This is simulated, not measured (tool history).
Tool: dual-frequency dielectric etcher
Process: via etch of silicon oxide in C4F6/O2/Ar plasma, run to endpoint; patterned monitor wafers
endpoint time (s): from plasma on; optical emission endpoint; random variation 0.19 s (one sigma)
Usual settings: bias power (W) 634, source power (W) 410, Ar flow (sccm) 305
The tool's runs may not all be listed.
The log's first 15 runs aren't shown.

| run | hour | bias power (W) | source power (W) | Ar flow (sccm) | incoming incoming film thickness, nm | endpoint time (s) |
|---|---|---|---|---|---|---|
| 16 | 1011.9 | 709 | 500 | 305 | 127.7 | 23.8 |
| 17 | 1074.9 | 586 | 440 | 373 | 126.4 | 26.9 |
| 18 | 1103.7 | 703 | 410 | 305 | 126.3 | 25.8 |
|  | 1120.7 | Ar flow controller replaced |
| 19 | 1151.3 | 634 | 410 | 305 | 127.0 | 26.9 |
| 20 | 1206.6 | 634 | 410 | 305 | 126.8 | 26.3 |
|  | 1292.6 | wet clean of the chamber |
| 21 | 1293.1 | 729 | 410 | 270 | 128.0 | 24.6 |
| 22 | 1333.6 | 634 | 410 | 305 | 127.2 | 25.8 |
| 23 | 1369.8 | 564 | 410 | 305 | 127.8 | 27.3 |
| 24 | 1427.5 | 713 | 410 | 361 | 127.0 | 25.5 |
| 25 | 1458.0 | 760 | 370 | 336 | 125.8 | 25.3 |
| 26 | 1482.1 | 509 | 410 | 305 | 127.0 | 28.5 |
| 27 | 1582.7 | 722 | 330 | 267 | 126.8 | 26.8 |
| 28 | 1700.3 | 634 | 410 | 305 | 128.5 | 27.0 |
| 29 | 1884.8 | 763 | 370 | 370 | 127.7 | 26.6 |
| 30 | 1934.6 | 634 | 320 | 375 | 125.7 | 30.0 |

3 ways to go on from here, each from the tool as it stands after run 30. What would each give?
| A | 1935.0 | 634 | 470 | 305 | 127.0 | ? |
| B | 1935.0 | 590 | 470 | 354 | 127.0 | ? |
| C | 1935.0 | 752 | 470 | 278 | 127.0 | ? |

| run | endpoint time (s) |
|---|---|
| A | 25.9 |
| B | 26.9 |
| C | 24.3 |
Without the tool's hidden state the same runs would have given:
| run | endpoint time (s) |
|---|---|
| A | 24.8 |
| B | 25.6 |
| C | 23.2 |

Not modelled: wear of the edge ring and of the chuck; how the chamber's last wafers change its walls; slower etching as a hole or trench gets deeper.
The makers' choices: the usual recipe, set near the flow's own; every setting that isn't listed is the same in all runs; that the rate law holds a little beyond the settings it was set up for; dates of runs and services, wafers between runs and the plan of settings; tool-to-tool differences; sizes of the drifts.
